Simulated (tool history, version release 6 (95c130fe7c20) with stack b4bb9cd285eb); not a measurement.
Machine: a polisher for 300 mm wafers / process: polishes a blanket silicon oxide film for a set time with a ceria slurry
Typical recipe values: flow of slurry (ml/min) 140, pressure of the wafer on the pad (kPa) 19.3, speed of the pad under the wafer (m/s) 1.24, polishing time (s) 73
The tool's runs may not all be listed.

| run | day | flow of slurry (ml/min) | pressure of the wafer on the pad (kPa) | speed of the pad under the wafer (m/s) | polishing time (s) | incoming thickness of the incoming film, nm | film removed (nm) |
|---|---|---|---|---|---|---|---|
| 1 | 0.000 | 115 | 19.3 | 1.24 | 73 | 1179.3 | 265.9 |
| 2 | 1.108 | 115 | 19.3 | 1.24 | 73 | 1196.2 | 259.9 |
|  | 1.462 | worn pad replaced by a new one |
| 3 | 2.433 | 140 | 19.3 | 1.24 | 73 | 1187.3 | 275.4 |
| 4 | 3.900 | 140 | 19.3 | 1.24 | 73 | 1177.4 | 273.9 |
| 5 | 4.429 | 140 | 19.3 | 1.24 | 73 | 1203.6 | 269.9 |
| 6 | 5.925 | 140 | 19.3 | 1.24 | 73 | 1199.7 | 268.1 |
|  | 6.571 | worn pad replaced by a new one |
| 7 | 7.338 | 140 | 19.3 | 1.24 | 73 | 1197.8 | 279.5 |
| 8 | 8.267 | 140 | 19.3 | 1.24 | 73 | 1201.9 | 271.6 |
| 9 | 9.650 | 140 | 19.3 | 1.24 | 73 | 1181.5 | 281.8 |
| 10 | 11.042 | 140 | 19.3 | 1.24 | 73 | 1196.6 | 281.6 |
|  | 11.467 | slurry nozzle cleaned |
|  | 11.833 | worn pad replaced by a new one |
| 11 | 12.275 | 140 | 19.3 | 1.24 | 73 | 1188.4 | 269.3 |
|  | 12.854 | head pressure recalibrated |
| 12 | 13.312 | 140 | 19.3 | 1.24 | 60 | 1201.0 | 241.3 |
| 13 | 14.712 | 140 | 19.3 | 1.24 | 60 | 1190.9 | 238.5 |
| 14 | 15.388 | 100 | 19.3 | 0.94 | 73 | 1184.0 | 215.3 |
|  | 16.712 | worn pad replaced by a new one |
| 15 | 16.733 | 140 | 19.3 | 1.24 | 73 | 1173.4 | 287.3 |
| 16 | 17.458 | 140 | 19.3 | 1.08 | 73 | 1196.3 | 257.2 |
| 17 | 18.221 | 140 | 19.3 | 1.24 | 73 | 1181.9 | 288.1 |
| 18 | 18.833 | 140 | 24.1 | 1.24 | 80 | 1196.4 | 396.2 |
| 19 | 19.600 | 140 | 19.3 | 1.24 | 73 | 1184.0 | 285.4 |

Run 20, settings as shown, results not yet in. Your forecast:
| 20 | 20.579 | 95 | 19.3 | 1.24 | 73 | 1199.6 | ? |

{"run 20": {"film removed (nm)": 257.1}}
On a tool with no hidden condition, and with the same random variation, this run would have come out at film removed (nm) 271.9.
